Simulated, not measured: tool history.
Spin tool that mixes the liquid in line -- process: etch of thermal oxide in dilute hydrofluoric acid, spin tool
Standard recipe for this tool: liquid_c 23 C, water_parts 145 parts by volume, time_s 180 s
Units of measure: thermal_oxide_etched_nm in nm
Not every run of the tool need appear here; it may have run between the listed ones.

run  hour  liquid_c  water_parts  time_s  read-back film thickness of the thermal oxide reference wafer, read on the same gauge (nm)  thermal_oxide_etched_nm
  1     0        23          145     180                                                                                      140.01                      4.5
  2  10.8        23          145     180                                                                                      139.98                     4.52
  3  18.4        23          145     180                                                                                      140.04                     4.53
  4  34.9        23          145     180                                                                                      139.99                     4.48
  5  44.6        23          145     180                                                                                      139.96                     4.49
  6  53.3        23          145     180                                                                                      140.05                     4.48
     61.3  -- thermometer replaced
  7  61.8        23          145     180                                                                                      140.01                     4.46
  8  70.6        23          145     180                                                                                      139.98                     4.47
  9  83.1        23          145     180                                                                                      140.03                     4.42
 10  90.4        23          125     180                                                                                      140.07                     5.32

The next listed run, before its measurement:
 11  102.4        23          145     135                                                                                           ?                        ?

{"run 11": {"read-back film thickness of the thermal oxide reference wafer, read on the same gauge (nm)": 140.05, "thermal_oxide_etched_nm": 3.32}}
Had the tool carried no hidden state, the very same run would have given thermal_oxide_etched_nm 3.84 nm.
